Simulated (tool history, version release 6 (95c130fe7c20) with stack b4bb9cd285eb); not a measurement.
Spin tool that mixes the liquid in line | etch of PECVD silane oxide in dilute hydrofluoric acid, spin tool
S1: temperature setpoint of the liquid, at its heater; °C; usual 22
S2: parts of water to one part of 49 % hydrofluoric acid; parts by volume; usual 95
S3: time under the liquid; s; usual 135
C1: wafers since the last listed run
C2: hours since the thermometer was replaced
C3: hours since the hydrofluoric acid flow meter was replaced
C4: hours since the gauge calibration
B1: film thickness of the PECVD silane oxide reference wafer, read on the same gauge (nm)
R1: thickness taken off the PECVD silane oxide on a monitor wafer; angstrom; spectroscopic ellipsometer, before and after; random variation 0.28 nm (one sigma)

Run 1, hour 0: usual settings but S2 130 parts by volume; C1 0; C2 1039.6; C3 753.4; C4 225.3; B1 50.01. Result: R1 294.2 angstrom.
Run 2, hour 8.8: usual settings but S1 24 °C; C1 64; C2 1048.4; C3 762.2; C4 234.1; B1 50. Result: R1 453.6 angstrom.
Run 3, hour 20.5: usual settings but S1 24 °C; C1 85; C2 1060.1; C3 773.9; C4 245.8; B1 50.01. Result: R1 456.8 angstrom.
Run 4, hour 36.8: usual settings but S1 24 °C; C1 119; C2 1076.4; C3 790.2; C4 262.1; B1 50.01. Result: R1 455.4 angstrom.
Run 5, hour 51.4: usual settings but S3 110 s; C1 106; C2 1091; C3 804.8; C4 276.7; B1 49.99. Result: R1 344.5 angstrom.
Run 6, hour 63.6: usual settings but S1 23.5 °C; C1 89; C2 1103.2; C3 817; C4 288.9; B1 50.01. Result: R1 449 angstrom.
Run 7, hour 71.6: usual settings but S2 110 parts by volume; C1 58; C2 1111.2; C3 825; C4 296.9; B1 50. Result: R1 358.8 angstrom.
Run 8, hour 83: usual settings but S2 110 parts by volume; C1 83; C2 1122.6; C3 836.4; C4 308.3; B1 50.02. Result: R1 356.1 angstrom.
Run 9, hour 92.2: usual settings but S2 110 parts by volume; C1 67; C2 1131.8; C3 845.6; C4 317.5; B1 50.01. Result: R1 361.8 angstrom.
Run 10, hour 109: usual settings but S1 21 °C; C1 122; C2 1148.6; C3 862.4; C4 334.3; B1 50. Result: R1 409.4 angstrom.
Run 11, hour 122.7: usual settings but S1 21 °C; C1 100; C2 1162.3; C3 876.1; C4 348; B1 50. Result: R1 408.4 angstrom.
Run 12, hour 131.3: usual settings but S1 21 °C; C1 62; C2 1170.9; C3 884.7; C4 356.6; B1 50. Result: R1 411.1 angstrom.
Run 13, hour 144.4: usual settings but S1 25.5 °C; C1 95; C2 1184; C3 897.8; C4 369.7; B1 50.01. Result: R1 488.8 angstrom.
Run 14, hour 159.3: usual settings but S1 25.5 °C; C1 108; C2 1198.9; C3 912.7; C4 384.6; B1 49.98. Result: R1 485.2 angstrom.
Run 15, hour 176.6: usual settings but S1 25.5 °C; C1 126; C2 1216.2; C3 930; C4 401.9; B1 49.99. Result: R1 486.4 angstrom.
At hour 203.6: hydrofluoric acid flow meter replaced.
Run 16, hour 216.8: usual settings but S2 125 parts by volume, S3 100 s; C1 286; C2 1256.4; C3 13.2; C4 442.1; B1 50.01. Result: R1 235.5 angstrom.
Run 17, hour 224.4: usual settings but S2 115 parts by volume; C1 55; C2 1264; C3 20.8; C4 449.7; B1 50.01. Result: R1 344.5 angstrom.
Run 18, hour 234.2: usual settings; C1 71; C2 1273.8; C3 30.6; C4 459.5; B1 50. Result: R1 423.3 angstrom.
Run 19, hour 242.6: usual settings but S1 20.5 °C; C1 61; C2 1282.2; C3 39; C4 467.9; B1 50.01. Result: R1 403.7 angstrom.
Run 20, hour 258.5: usual settings; C1 116; C2 1298.1; C3 54.9; C4 483.8; B1 50.01. Result: R1 422.6 angstrom.
Run 21, hour 268: usual settings but S1 18.5 °C, S2 110 parts by volume; C1 69; C2 1307.6; C3 64.4; C4 493.3; B1 50. Result: R1 312.3 angstrom.
Run 22, hour 278.4: usual settings but S1 21 °C; C1 75; C2 1318; C3 74.8; C4 503.7; B1 50. Result: R1 412.3 angstrom.
Run 23, hour 287.9: usual settings but S1 20 °C, S2 125 parts by volume, S3 70 s; C1 69; C2 1327.5; C3 84.3; C4 513.2; B1 50. Result: R1 150.9 angstrom.
At hour 290.2: gauge calibrated.
Run 24, hour 305.2: usual settings but S1 18 °C, S2 55 parts by volume, S3 165 s; C1 126; C2 1344.8; C3 101.6; C4 15; B1 50. Result: R1 807.7 angstrom.
Run 25, hour 315.9: usual settings but S1 24 °C, S2 135 parts by volume, S3 185 s; C1 78; C2 1355.5; C3 112.3; C4 25.7; B1 49.99. Result: R1 422.5 angstrom.
Run 26, hour 324.6: usual settings but S1 18.5 °C, S2 55 parts by volume, S3 190 s; C1 63; C2 1364.2; C3 121; C4 34.4; B1 50. Result: R1 961.8 angstrom.
Run 27, hour 332.5: usual settings but S1 19.5 °C, S2 80 parts by volume, S3 210 s; C1 57; C2 1372.1; C3 128.9; C4 42.3; B1 49.99. Result: R1 737.2 angstrom.
Run 28, hour 342.3: usual settings but S2 80 parts by volume; C1 71; C2 1381.9; C3 138.7; C4 52.1; B1 50.02. Result: R1 524 angstrom.
Run 29, hour 358.9: usual settings but S1 19.5 °C, S2 130 parts by volume, S3 105 s; C1 121; C2 1398.5; C3 155.3; C4 68.7; B1 50.01. Result: R1 213.3 angstrom.
Run 30, hour 366.1: usual settings but S1 20 °C, S2 75 parts by volume, S3 85 s; C1 52; C2 1405.7; C3 162.5; C4 75.9; B1 50. Result: R1 327.9 angstrom.
At hour 376.1: thermometer replaced.
Run 31, hour 406.3: usual settings but S2 135 parts by volume; C1 286; C2 30.2; C3 202.7; C4 116.1; B1 50.01. Result: R1 261.5 angstrom.
Run 32, hour 420: usual settings; C1 100; C2 43.9; C3 216.4; C4 129.8; B1 49.98. Result: R1 388.2 angstrom.
Run 33, hour 471.7: usual settings but S3 90 s; C1 377; C2 95.6; C3 268.1; C4 181.5; B1 50.01. Result: R1 264 angstrom.

Forecast each of these 4 alternatives for the next run:
Run A, hour 472.2: usual settings; C1 3; C2 96.1; C3 268.6; C4 182; B1 ?. Result: R1 ?.
Run B, hour 472.2: usual settings but S1 24.5 °C; C1 3; C2 96.1; C3 268.6; C4 182; B1 ?. Result: R1 ?.
Run C, hour 472.2: usual settings but S2 70 parts by volume, S3 165 s; C1 3; C2 96.1; C3 268.6; C4 182; B1 ?. Result: R1 ?.
Run D, hour 472.2: usual settings but S1 19.5 °C, S2 50 parts by volume, S3 215 s; C1 3; C2 96.1; C3 268.6; C4 182; B1 ?. Result: R1 ?.

run     B1     R1
  A  50.02  389.6
  B  50.02  430.4
  C  50.02  666.3
  D  50.02   1122
Without the tool's hidden state the same runs would have given:
run      R1
  A     382
  B   422.2
  C     653
  D  1098.9

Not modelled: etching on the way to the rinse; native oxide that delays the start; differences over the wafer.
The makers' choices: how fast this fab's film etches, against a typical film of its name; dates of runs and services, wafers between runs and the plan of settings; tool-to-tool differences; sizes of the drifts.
